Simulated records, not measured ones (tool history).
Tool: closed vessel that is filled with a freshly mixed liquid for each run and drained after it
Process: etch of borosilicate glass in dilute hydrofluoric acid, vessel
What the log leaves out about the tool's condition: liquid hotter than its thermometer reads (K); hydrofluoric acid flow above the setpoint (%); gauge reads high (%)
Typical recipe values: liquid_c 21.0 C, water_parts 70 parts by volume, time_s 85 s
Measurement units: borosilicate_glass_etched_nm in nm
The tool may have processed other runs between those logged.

run	hour	liquid_c	water_parts	time_s	wafers since the last listed run	hours since the thermometer was replaced	hours since the hydrofluoric acid flow meter was replaced	hours since the gauge calibration	read-back film thickness of the borosilicate glass reference wafer, read on the same gauge (nm)	borosilicate_glass_etched_nm
1	0.0	21.0	45	85	0	340.3	31.3	841.6	29.99	55.27
2	27.5	22.0	50	85	1908	367.8	58.8	869.1	30.01	51.75
3	77.0	22.0	50	85	3434	417.3	108.3	918.6	29.97	51.80
4	131.4	21.0	70	85	3774	471.7	162.7	973.0	29.99	34.93
5	224.0	21.0	70	85	6424	564.3	255.3	1065.6	30.01	35.06
6	269.5	24.0	70	85	3156	609.8	300.8	1111.1	29.99	39.63
7	324.4	24.0	70	85	3809	664.7	355.7	1166.0	30.01	40.20
8	372.2	24.0	70	85	3316	712.5	403.5	1213.8	29.98	39.84
9	420.8	21.0	70	75	3371	761.1	452.1	1262.4	29.96	31.18
10	448.2	21.0	70	85	1901	788.5	479.5	1289.8	30.00	36.09
11	500.5	21.0	70	85	3628	840.8	531.8	1342.1	29.99	35.67
# hour 526.9: thermometer replaced
12	599.1	21.0	70	85	6771	72.2	630.4	1440.7	30.02	34.01
13	652.1	21.0	70	85	3677	125.2	683.4	1493.7	30.00	34.08
# hour 661.4: gauge calibrated
14	689.6	21.0	70	85	2601	162.7	720.9	28.2	30.02	34.23
15	718.4	21.0	70	85	1998	191.5	749.7	57.0	29.99	34.15
16	912.1	21.0	70	85	13439	385.2	943.4	250.7	30.01	35.20
17	943.7	21.0	70	85	2192	416.8	975.0	282.3	30.02	35.42
18	968.0	21.0	70	85	1685	441.1	999.3	306.6	29.99	35.47
19	1025.6	25.0	50	130	3996	498.7	1056.9	364.2	29.99	91.41
20	1097.6	21.0	50	60	4995	570.7	1128.9	436.2	30.01	36.33
21	1168.9	23.0	35	65	4946	642.0	1200.2	507.5	30.00	62.70
22	1206.8	21.0	105	45	2629	679.9	1238.1	545.4	30.00	12.26
23	1247.5	24.5	80	105	2823	720.6	1278.8	586.1	30.03	44.83
# hour 1280.7: hydrofluoric acid flow meter replaced
24	1289.7	23.0	70	85	2858	762.8	9.0	628.3	30.03	37.82
25	1352.2	23.5	60	105	4336	825.3	71.5	690.8	29.95	57.01
26	1416.2	18.0	45	40	4440	889.3	135.5	754.8	29.99	23.80
# hour 1427.4: thermometer replaced
27	1466.6	21.0	70	85	3427	39.2	185.9	805.2	29.97	33.39
28	1491.1	21.0	70	40	1699	63.7	210.4	829.7	30.00	15.69

What does the tool deliver on the next run?
29	1648.9	21.0	55	85	10948	221.5	368.2	987.5	?	?

read-back film thickness of the borosilicate glass reference wafer, read on the same gauge (nm): 29.97
borosilicate_glass_etched_nm: 44.09 nm
On a tool with no hidden condition, and with the same random variation, this run would have come out at borosilicate_glass_etched_nm 42.86 nm.
